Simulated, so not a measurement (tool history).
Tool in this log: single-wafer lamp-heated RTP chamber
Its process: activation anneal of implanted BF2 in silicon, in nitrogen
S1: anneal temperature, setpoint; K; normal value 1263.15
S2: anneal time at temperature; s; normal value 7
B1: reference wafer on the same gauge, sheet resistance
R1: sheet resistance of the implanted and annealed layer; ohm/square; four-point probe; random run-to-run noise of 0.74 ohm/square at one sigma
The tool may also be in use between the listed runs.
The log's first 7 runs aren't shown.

run 8 hour=599.2 | S1=1263.15 S2=7 | B1=533.02 | R1=495.01
-- hour=646.5 reflector plate cleaned
run 9 hour=686.9 | S1=1263.15 S2=7 | B1=533.64 | R1=495.53
run 10 hour=723.3 | S1=1263.15 S2=7 | B1=533.49 | R1=497.52
run 11 hour=795.6 | S1=1263.15 S2=7 | B1=533.97 | R1=496.01
run 12 hour=897.9 | S1=1263.15 S2=10 | B1=534.37 | R1=497.75
run 13 hour=949.2 | S1=1263.15 S2=10 | B1=535.14 | R1=496.12
-- hour=980.1 pyrometer window cleaned and pyrometer calibrated
run 14 hour=1020.8 | S1=1263.15 S2=10 | B1=535.27 | R1=496.91
run 15 hour=1104.2 | S1=1263.15 S2=7 | B1=535.36 | R1=498.63
run 16 hour=1186.3 | S1=1263.15 S2=7 | B1=535.99 | R1=499.13
run 17 hour=1227.2 | S1=1279.15 S2=7 | B1=536.21 | R1=497.68
-- hour=1261.3 reflector plate cleaned
run 18 hour=1284 | S1=1263.15 S2=7 | B1=536.78 | R1=498.86
run 19 hour=1336.4 | S1=1286.15 S2=10 | B1=536.84 | R1=497.78
run 20 hour=1401.7 | S1=1263.15 S2=7 | B1=537.37 | R1=500.1

Run 21 has not been measured yet. What should we expect?
run 21 hour=1500.2 | S1=1273.15 S2=11 | B1=? | R1=?

{"run 21": {"B1": 537.92, "R1": 497.51}}
On a tool with no hidden condition, and with the same random variation, this run would have come out at R1 491.25 ohm/square.
